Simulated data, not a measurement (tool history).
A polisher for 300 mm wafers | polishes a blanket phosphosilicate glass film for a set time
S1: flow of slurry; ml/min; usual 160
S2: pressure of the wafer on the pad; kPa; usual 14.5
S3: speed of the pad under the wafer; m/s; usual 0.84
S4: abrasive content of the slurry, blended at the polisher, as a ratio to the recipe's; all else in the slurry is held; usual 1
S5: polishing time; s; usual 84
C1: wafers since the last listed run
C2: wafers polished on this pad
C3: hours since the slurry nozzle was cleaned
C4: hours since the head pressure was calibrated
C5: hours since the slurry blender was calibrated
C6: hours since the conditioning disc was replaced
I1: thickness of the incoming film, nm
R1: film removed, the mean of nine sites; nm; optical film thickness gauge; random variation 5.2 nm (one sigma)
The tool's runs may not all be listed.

run	hour	S1	S2	S3	S4	S5	C1	C2	C3	C4	C5	C6	I1	R1
1	0	160	14.5	0.84	1	78	0	292	309.3	107.6	240.3	111	1819.1	444.5
2	64.6	160	14.5	0.84	0.9	84	628	921	373.9	172.2	304.9	175.6	1827.8	440.5
3	115.6	200	14.5	0.84	1	71	495	1417	424.9	223.2	355.9	226.6	1867.2	411.5
4	150.6	135	18.6	0.84	1	84	340	1757	459.9	258.2	390.9	261.6	1836.7	613.2
5	191	175	17.2	0.84	1	84	392	2150	500.3	298.6	431.3	302	1827.3	577.2
6	247	160	14.5	0.84	1	84	544	2694	556.3	354.6	487.3	358	1868.8	476.2
# hour 278.9: slurry blender recalibrated
7	311.7	160	14.5	0.64	1	84	609	3304	621	419.3	32.8	422.7	1884.5	380.7
# hour 335.1: conditioning disc replaced and pad reconditioned
8	378.1	160	14.5	0.84	1	84	626	3930	687.4	485.7	99.2	43	1837.9	467
# hour 461.3: slurry nozzle cleaned
9	465.6	160	14.5	0.84	1	84	841	4771	4.3	573.2	186.7	130.5	1876.5	466
10	519.4	160	19.3	0.84	1	111	523	5294	58.1	627	240.5	184.3	1853.8	845.2
# hour 532.9: worn pad replaced by a new one
11	561.3	180	14.5	0.84	1.15	84	368	275	100	668.9	282.4	226.2	1821.3	516.4
12	606.2	145	18.6	0.84	1.2	95	436	712	144.9	713.8	327.3	271.1	1860	761.8
13	649.7	160	14.5	0.84	1	84	422	1135	188.4	757.3	370.8	314.6	1849.5	486.5
14	683.6	160	14.5	0.94	1	84	329	1465	222.3	791.2	404.7	348.5	1883.8	525.2
15	719.9	160	11	0.54	1	84	352	1818	258.6	827.5	441	384.8	1822	258.8
16	787.8	160	14.5	0.64	1	84	660	2478	326.5	895.4	508.9	452.7	1843.9	388.8
# hour 807: slurry blender recalibrated
17	812.7	160	14.5	0.6	1	84	222	2700	351.4	920.3	5.7	477.6	1823.9	364.6
# hour 839.4: conditioning disc replaced and pad reconditioned
18	874.1	160	14.5	0.84	1	84	577	3278	412.8	981.7	67.1	34.7	1834.3	475.8
19	903.9	160	14.5	0.84	1	84	289	3568	442.6	1011.5	96.9	64.5	1818.1	473.9
20	928.9	160	14.5	0.84	1	84	243	3811	467.6	1036.5	121.9	89.5	1864.5	469.9
21	962	190	14.5	0.84	1.15	55	321	4133	500.7	1069.6	155	122.6	1839.6	349.6
# hour 965.5: head pressure recalibrated
# hour 974.7: worn pad replaced by a new one
22	991	160	10.3	0.84	1	59	223	158	529.7	25.5	184	151.6	1822.4	240.9
23	1142.9	125	11.7	0.84	1	108	1477	1635	681.6	177.4	335.9	303.5	1827.2	488.6
24	1168.4	160	14.5	0.72	1	84	247	1883	707.1	202.9	361.4	329	1878.7	418.9
25	1239.6	160	14.5	0.56	1.15	84	692	2575	778.3	274.1	432.6	400.2	1834.6	377.8
26	1289.3	190	18.6	0.66	1	75	483	3059	828	323.8	482.3	449.9	1859.8	465.4

4 ways to go on from here, each from the tool as it stands after run 26. What would each give?
A	1289.8	160	14.5	0.84	1	84	4	3064	828.5	324.3	482.8	450.4	1878	?
B	1289.8	160	11.7	0.84	1.3	84	4	3064	828.5	324.3	482.8	450.4	1878	?
C	1289.8	160	9.7	0.84	0.75	84	4	3064	828.5	324.3	482.8	450.4	1878	?
D	1289.8	125	14.5	0.84	1	84	4	3064	828.5	324.3	482.8	450.4	1878	?

run	R1
A	487.5
B	459
C	256.1
D	475.8
Without the tool's hidden state the same runs would have given:
run	R1
A	487.5
B	459
C	256.1
D	475.8
